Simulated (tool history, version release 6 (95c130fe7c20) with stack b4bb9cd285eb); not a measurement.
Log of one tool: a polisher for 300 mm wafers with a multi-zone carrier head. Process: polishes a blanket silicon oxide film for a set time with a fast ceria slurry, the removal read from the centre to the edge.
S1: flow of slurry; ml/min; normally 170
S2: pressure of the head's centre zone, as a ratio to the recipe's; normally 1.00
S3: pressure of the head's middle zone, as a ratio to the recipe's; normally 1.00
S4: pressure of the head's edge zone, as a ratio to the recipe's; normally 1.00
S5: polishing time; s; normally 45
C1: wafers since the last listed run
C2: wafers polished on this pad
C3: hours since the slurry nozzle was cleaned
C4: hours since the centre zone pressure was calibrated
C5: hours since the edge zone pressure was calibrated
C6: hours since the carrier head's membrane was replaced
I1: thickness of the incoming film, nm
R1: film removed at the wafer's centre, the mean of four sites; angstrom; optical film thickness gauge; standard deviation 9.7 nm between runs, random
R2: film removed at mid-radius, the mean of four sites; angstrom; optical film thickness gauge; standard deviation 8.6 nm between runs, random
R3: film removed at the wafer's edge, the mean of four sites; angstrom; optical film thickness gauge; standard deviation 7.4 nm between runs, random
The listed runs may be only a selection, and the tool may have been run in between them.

run 1 hour=0.0 | S1=170 S2=1.00 S3=1.00 S4=1.00 S5=45 | C1=0 C2=6804 C3=335.4 C4=114.3 C5=230.6 C6=509.7 | I1=2001.3 | R1=6468 R2=6461 R3=6286
run 2 hour=84.4 | S1=170 S2=1.00 S3=1.00 S4=1.00 S5=45 | C1=1189 C2=7994 C3=419.8 C4=198.7 C5=315.0 C6=594.1 | I1=2023.4 | R1=6355 R2=6384 R3=6338
-- hour=147.7 worn pad replaced by a new one
run 3 hour=151.2 | S1=215 S2=1.00 S3=1.00 S4=1.04 S5=45 | C1=885 C2=49 C3=486.6 C4=265.5 C5=381.8 C6=660.9 | I1=2029.1 | R1=6727 R2=6653 R3=6693
run 4 hour=203.5 | S1=125 S2=1.00 S3=1.00 S4=1.00 S5=45 | C1=737 C2=786 C3=538.9 C4=317.8 C5=434.1 C6=713.2 | I1=2004.6 | R1=5453 R2=5743 R3=5816
run 5 hour=293.1 | S1=170 S2=1.00 S3=1.00 S4=1.00 S5=45 | C1=1263 C2=2049 C3=628.5 C4=407.4 C5=523.7 C6=802.8 | I1=2021.4 | R1=6023 R2=6118 R3=6099
-- hour=322.8 edge zone pressure recalibrated
-- hour=333.6 slurry nozzle cleaned
run 6 hour=368.2 | S1=115 S2=1.00 S3=0.91 S4=1.00 S5=45 | C1=1016 C2=3066 C3=34.6 C4=482.5 C5=45.4 C6=877.9 | I1=2024.3 | R1=5969 R2=5619 R3=6014
run 7 hour=454.8 | S1=170 S2=1.00 S3=1.00 S4=1.00 S5=45 | C1=1220 C2=4287 C3=121.2 C4=569.1 C5=132.0 C6=964.5 | I1=2015.1 | R1=6452 R2=6457 R3=6530
-- hour=476.5 centre zone pressure recalibrated
run 8 hour=664.5 | S1=170 S2=1.08 S3=0.93 S4=0.90 S5=45 | C1=2928 C2=7215 C3=330.9 C4=188.0 C5=341.7 C6=1174.2 | I1=2021.5 | R1=6972 R2=6117 R3=6112
run 9 hour=712.5 | S1=215 S2=1.00 S3=1.00 S4=1.00 S5=45 | C1=676 C2=7891 C3=378.9 C4=236.0 C5=389.7 C6=1222.2 | I1=2036.1 | R1=6618 R2=6741 R3=6548
-- hour=730.0 worn pad replaced by a new one
run 10 hour=795.0 | S1=170 S2=1.00 S3=1.00 S4=1.00 S5=34 | C1=1106 C2=916 C3=461.4 C4=318.5 C5=472.2 C6=1304.7 | I1=2056.4 | R1=4630 R2=4825 R3=4659
run 11 hour=850.8 | S1=170 S2=1.00 S3=1.00 S4=1.00 S5=45 | C1=786 C2=1703 C3=517.2 C4=374.3 C5=528.0 C6=1360.5 | I1=1994.7 | R1=6120 R2=6161 R3=6144
-- hour=883.3 carrier head's membrane replaced by a new one
-- hour=925.8 edge zone pressure recalibrated
run 12 hour=937.8 | S1=170 S2=1.11 S3=1.10 S4=0.92 S5=32 | C1=1127 C2=2831 C3=604.2 C4=461.3 C5=12.0 C6=54.5 | I1=2029.4 | R1=4714 R2=4728 R3=4233
-- hour=956.2 slurry nozzle cleaned
run 13 hour=1040.6 | S1=145 S2=1.11 S3=1.00 S4=1.00 S5=59 | C1=1435 C2=4266 C3=84.4 C4=564.1 C5=114.8 C6=157.3 | I1=2057.6 | R1=9097 R2=8093 R3=8116
-- hour=1045.7 centre zone pressure recalibrated
run 14 hour=1106.1 | S1=140 S2=0.96 S3=1.00 S4=1.00 S5=39 | C1=895 C2=5161 C3=149.9 C4=60.4 C5=180.3 C6=222.8 | I1=2028.2 | R1=5028 R2=5592 R3=5247
run 15 hour=1163.8 | S1=140 S2=0.96 S3=1.00 S4=1.00 S5=39 | C1=813 C2=5974 C3=207.6 C4=118.1 C5=238.0 C6=280.5 | I1=2044.5 | R1=4954 R2=5412 R3=5434
run 16 hour=1212.9 | S1=195 S2=1.00 S3=0.93 S4=1.00 S5=45 | C1=692 C2=6667 C3=256.7 C4=167.2 C5=287.1 C6=329.6 | I1=2048.2 | R1=6526 R2=6224 R3=6452
-- hour=1255.6 worn pad replaced by a new one
run 17 hour=1263.3 | S1=125 S2=1.11 S3=1.00 S4=0.91 S5=45 | C1=654 C2=108 C3=307.1 C4=217.6 C5=337.5 C6=380.0 | I1=2022.6 | R1=6491 R2=5993 R3=5666
run 18 hour=1369.9 | S1=110 S2=1.00 S3=0.92 S4=1.00 S5=45 | C1=1502 C2=1611 C3=413.7 C4=324.2 C5=444.1 C6=486.6 | I1=2010.1 | R1=5513 R2=5236 R3=5712
-- hour=1500.9 edge zone pressure recalibrated
run 19 hour=1501.4 | S1=135 S2=1.10 S3=1.12 S4=1.00 S5=45 | C1=1825 C2=3436 C3=545.2 C4=455.7 C5=0.5 C6=618.1 | I1=2002.9 | R1=6030 R2=6326 R3=5930
-- hour=1570.3 centre zone pressure recalibrated
run 20 hour=1580.7 | S1=170 S2=1.00 S3=1.00 S4=1.00 S5=45 | C1=1089 C2=4526 C3=624.5 C4=10.4 C5=79.8 C6=697.4 | I1=2033.0 | R1=5813 R2=6133 R3=5964
-- hour=1587.1 slurry nozzle cleaned
run 21 hour=1619.0 | S1=130 S2=1.05 S3=1.00 S4=1.00 S5=45 | C1=525 C2=5052 C3=31.9 C4=48.7 C5=118.1 C6=735.7 | I1=2073.3 | R1=6446 R2=6281 R3=6209

Below are 5 alternative next runs, each starting from the tool's condition after run 21. Predict each:
run A hour=1619.4 | S1=170 S2=1.00 S3=1.09 S4=1.00 S5=45 | C1=5 C2=5057 C3=32.3 C4=49.1 C5=118.5 C6=736.1 | I1=2012.5 | R1=? R2=? R3=?
run B hour=1619.4 | S1=170 S2=1.05 S3=1.11 S4=1.00 S5=52 | C1=5 C2=5057 C3=32.3 C4=49.1 C5=118.5 C6=736.1 | I1=2012.5 | R1=? R2=? R3=?
run C hour=1619.4 | S1=170 S2=1.00 S3=1.00 S4=1.00 S5=59 | C1=5 C2=5057 C3=32.3 C4=49.1 C5=118.5 C6=736.1 | I1=2012.5 | R1=? R2=? R3=?
run D hour=1619.4 | S1=120 S2=1.00 S3=1.00 S4=1.08 S5=45 | C1=5 C2=5057 C3=32.3 C4=49.1 C5=118.5 C6=736.1 | I1=2012.5 | R1=? R2=? R3=?
run E hour=1619.4 | S1=170 S2=1.03 S3=0.94 S4=1.00 S5=45 | C1=5 C2=5057 C3=32.3 C4=49.1 C5=118.5 C6=736.1 | I1=2012.5 | R1=? R2=? R3=?

run=A R1=6532 R2=7259 R3=6373
run=B R1=7930 R2=8518 R3=7363
run=C R1=8559 R2=8846 R3=8366
run=D R1=5961 R2=6228 R3=6261
run=E R1=6723 R2=6404 R3=6386
Take away the tool's hidden state, keep each run's random variation, and the runs would have read:
run=A R1=6534 R2=7261 R3=6374
run=B R1=7932 R2=8520 R3=7364
run=C R1=8561 R2=8848 R3=8367
run=D R1=5963 R2=6230 R3=6262
run=E R1=6724 R2=6405 R3=6387
